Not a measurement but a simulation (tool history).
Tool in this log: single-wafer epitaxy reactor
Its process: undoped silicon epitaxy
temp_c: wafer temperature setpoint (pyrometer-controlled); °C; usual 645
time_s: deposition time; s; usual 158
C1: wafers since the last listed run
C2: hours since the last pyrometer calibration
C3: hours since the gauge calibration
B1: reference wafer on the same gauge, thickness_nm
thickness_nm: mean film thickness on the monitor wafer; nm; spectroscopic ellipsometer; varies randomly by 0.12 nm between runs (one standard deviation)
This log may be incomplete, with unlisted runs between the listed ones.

{"run": 1, "day": 0.0, "temp_c": 645, "time_s": 158, "C1": 0, "C2": 1032.2, "C3": 8.3, "B1": 22.678, "thickness_nm": 22.644}
{"run": 2, "day": 1.188, "temp_c": 645, "time_s": 146, "C1": 272, "C2": 1060.7, "C3": 36.8, "B1": 22.677, "thickness_nm": 20.908}
{"run": 3, "day": 1.767, "temp_c": 645, "time_s": 146, "C1": 132, "C2": 1074.6, "C3": 50.7, "B1": 22.696, "thickness_nm": 20.989}
{"run": 4, "day": 2.871, "temp_c": 642, "time_s": 158, "C1": 253, "C2": 1101.1, "C3": 77.2, "B1": 22.717, "thickness_nm": 21.229}
{"run": 5, "day": 3.762, "temp_c": 642, "time_s": 158, "C1": 204, "C2": 1122.5, "C3": 98.6, "B1": 22.727, "thickness_nm": 21.494}
{"run": 6, "day": 5.042, "temp_c": 645, "time_s": 158, "C1": 293, "C2": 1153.2, "C3": 129.3, "B1": 22.718, "thickness_nm": 22.739}
{"run": 7, "day": 5.979, "temp_c": 645, "time_s": 158, "C1": 215, "C2": 1175.7, "C3": 151.8, "B1": 22.736, "thickness_nm": 22.689}
{"run": 8, "day": 7.421, "temp_c": 645, "time_s": 158, "C1": 330, "C2": 1210.3, "C3": 186.4, "B1": 22.698, "thickness_nm": 22.775}
{"run": 9, "day": 8.308, "temp_c": 639, "time_s": 158, "C1": 203, "C2": 1231.6, "C3": 207.7, "B1": 22.741, "thickness_nm": 20.152}
{"run": 10, "day": 9.492, "temp_c": 634, "time_s": 188, "C1": 271, "C2": 1260.0, "C3": 236.1, "B1": 22.69, "thickness_nm": 21.798}
{"day": 10.55, "done": "pyrometer calibrated"}
{"run": 11, "day": 10.571, "temp_c": 645, "time_s": 158, "C1": 171, "C2": 0.5, "C3": 262.0, "B1": 22.696, "thickness_nm": 22.868}
{"run": 12, "day": 11.358, "temp_c": 645, "time_s": 158, "C1": 180, "C2": 19.4, "C3": 280.9, "B1": 22.674, "thickness_nm": 22.735}

Run 13, settings as shown, results not yet in. Your forecast:
{"day": 11.996, "done": "gauge calibrated"}
{"run": 13, "day": 14.638, "temp_c": 640, "time_s": 183, "C1": 752, "C2": 98.1, "C3": 63.4, "B1": "?", "thickness_nm": "?"}

Run 13 gave B1 22.736, thickness_nm 23.927 nm.
If the tool had no hidden condition, the same run with the same run-to-run variation would have returned thickness_nm 23.927 nm.

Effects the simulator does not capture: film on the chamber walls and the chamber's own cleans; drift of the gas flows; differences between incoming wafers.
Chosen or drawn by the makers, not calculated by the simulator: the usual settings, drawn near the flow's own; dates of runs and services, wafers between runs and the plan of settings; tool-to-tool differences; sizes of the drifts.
